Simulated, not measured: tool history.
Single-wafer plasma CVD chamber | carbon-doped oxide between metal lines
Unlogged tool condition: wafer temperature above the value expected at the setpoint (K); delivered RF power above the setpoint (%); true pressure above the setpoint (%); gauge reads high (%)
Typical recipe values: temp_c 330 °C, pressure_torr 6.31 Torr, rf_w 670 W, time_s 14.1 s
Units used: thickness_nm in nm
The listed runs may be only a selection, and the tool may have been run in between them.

run	day	temp_c	pressure_torr	rf_w	time_s	wafers since the last listed run	hours since the last thermocouple change	hours since the last RF generator calibration	hours since the last manometer calibration	hours since the showerhead was replaced	hours since the gauge calibration	read-back reference wafer on the same gauge, thickness_nm	thickness_nm
1	0	330	6.31	670	14.1	0	1578.3	1253	1215.1	4633.2	860.5	116.739	112.305
2	3.267	330	6.31	670	14.1	3884	1656.7	1331.4	1293.5	4711.6	938.9	116.765	111.832
3	6.754	330	6.31	670	14.1	4147	1740.4	1415.1	1377.2	4795.3	1022.6	116.688	111.602
4	10.592	330	6.31	670	14.1	4563	1832.5	1507.2	1469.3	4887.4	1114.7	116.657	111.866
5	16.383	330	6.31	670	14.1	6887	1971.5	1646.2	1608.3	5026.4	1253.7	116.864	112.122
6	22.725	330	6.31	670	14.1	7541	2123.7	1798.4	1760.5	5178.6	1405.9	117.051	112.306
7	26.792	330	6.31	670	14.1	4835	2221.3	1896	1858.1	5276.2	1503.5	116.996	112.389
8	29.625	330	6.31	670	14.1	3369	2289.3	1964	1926.1	5344.2	1571.5	117.124	112.779
9	32.767	330	5.44	805	14.1	3735	2364.7	2039.4	2001.5	5419.6	1646.9	117.248	123.008
# day 34.046: showerhead replaced
10	34.475	330	7.57	670	16.2	1635	2405.7	2080.4	2042.5	10.3	1687.9	117.218	130.718
11	37.504	335	5.75	670	14.1	3602	2478.4	2153.1	2115.2	83	1760.6	117.182	109.33
12	39.517	330	4.87	670	11.3	2393	2526.7	2201.4	2163.5	131.3	1808.9	117.34	87.466
# day 41.275: RF generator calibrated
13	43.917	336	6.31	670	14.1	4835	2632.3	63.4	2269.1	236.9	1914.5	117.321	110.868
14	45.938	330	6.31	670	14.1	2403	2680.8	111.9	2317.6	285.4	1963	117.346	112.472
# day 47.796: capacitance manometer re-zeroed and calibrated
15	49.2	330	6.31	670	14.1	3483	2759.1	190.2	33.7	363.7	2041.3	117.442	112.885
16	51.325	330	5.12	545	14.1	2526	2810.1	241.2	84.7	414.7	2092.3	117.466	96.437
17	54.621	330	6.31	670	14.1	3919	2889.2	320.3	163.8	493.8	2171.4	117.457	113.137
18	56.533	330	6.31	735	14.1	2274	2935.1	366.2	209.7	539.7	2217.3	117.537	119.621
# day 58.679: thermocouple changed; heater temperature recalibrated
19	58.767	330	6.31	670	14.1	2259	2.1	419.8	263.3	593.3	2270.9	117.646	112.834
20	61.992	330	6.31	670	14.1	3835	79.5	497.2	340.7	670.7	2348.3	117.797	112.604
# day 63.483: gauge calibrated
21	63.804	330	6.31	670	14.1	2155	123	540.7	384.2	714.2	7.7	116.181	111.562
22	66.283	336	6.31	800	14.1	2948	182.5	600.2	443.7	773.7	67.2	116.13	122.475
23	70.408	330	5.77	795	14.1	4905	281.5	699.2	542.7	872.7	166.2	116.419	122.624
24	73.279	343	6.31	670	14.1	3413	350.4	768.1	611.6	941.6	235.1	116.314	106.489
25	77.288	330	6.31	595	12.6	4766	446.6	864.3	707.8	1037.8	331.3	116.442	92.714
26	81.762	330	6.86	670	14.1	5321	554	971.7	815.2	1145.2	438.7	116.601	112.384
27	84.104	330	4.81	550	16.6	2784	610.2	1027.9	871.4	1201.4	494.9	116.554	111.546
28	88.512	330	6.31	775	15.8	5242	716	1133.7	977.2	1307.2	600.7	116.551	137.381
29	91.846	330	4.93	670	14.1	3963	796	1213.7	1057.2	1387.2	680.7	116.611	108.653

Each row is a separate what-if for the run after 29, all from the same tool condition, not one after another. Results?
A	91.862	330	6.31	670	14.1	19	796.4	1214.1	1057.6	1387.6	681.1	?	?
B	91.862	330	6.31	670	12.4	19	796.4	1214.1	1057.6	1387.6	681.1	?	?
C	91.862	330	6.31	605	11.4	19	796.4	1214.1	1057.6	1387.6	681.1	?	?

run	read-back reference wafer on the same gauge, thickness_nm	thickness_nm
A	116.551	112.031
B	116.551	98.737
C	116.551	85.238
Take away the tool's hidden state, keep each run's random variation, and the runs would have read:
run	thickness_nm
A	111.415
B	98.194
C	84.77
